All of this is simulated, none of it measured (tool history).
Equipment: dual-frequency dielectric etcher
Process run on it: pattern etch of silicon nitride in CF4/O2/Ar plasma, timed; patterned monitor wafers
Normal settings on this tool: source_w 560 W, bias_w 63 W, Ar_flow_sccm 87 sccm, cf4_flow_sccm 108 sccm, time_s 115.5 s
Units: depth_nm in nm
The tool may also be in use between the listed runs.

run,hour,source_w,bias_w,Ar_flow_sccm,cf4_flow_sccm,time_s,"read-back reference wafer on the same gauge, depth_nm",depth_nm
1,0,560,63,87,108,115.5,233.2,287.4
2,44.9,560,63,87,108,115.5,232.7,287.2
# hour 83.4: wet clean of the chamber
3,98,560,63,87,108,115.5,233.3,277.8
# hour 120.1: gauge calibrated
4,154.8,560,63,87,108,115.5,232.7,281.4
5,211.1,560,63,87,108,115.5,233.1,284
6,250.7,560,63,87,108,115.5,233.1,286.3
7,299.9,560,63,87,108,115.5,232.7,286.6
# hour 388.5: wet clean of the chamber
8,389,560,63,87,108,115.5,232.9,281.6
9,404.5,560,63,87,108,115.5,233,282.7
10,440.3,650,70,87,108,115.5,233.2,324.7
# hour 481.6: CF4 flow controller replaced
# hour 482.1: bias power generator calibrated
# hour 501.7: upper electrode replaced
11,502.2,560,63,87,108,115.5,233.1,287.5
# hour 536.8: Ar flow controller replaced
# hour 538.1: gauge calibrated
12,543.7,450,70,74,108,115.5,233,262.7
13,614.5,560,63,68,135,115.5,233,303.4

Forecast run 14:
14,641.9,440,63,109,120,104,?,?

read-back reference wafer on the same gauge, depth_nm: 232.7
depth_nm: 222.6 nm
The same run, on a tool lacking any hidden state, would have yielded depth_nm 212.1 nm.
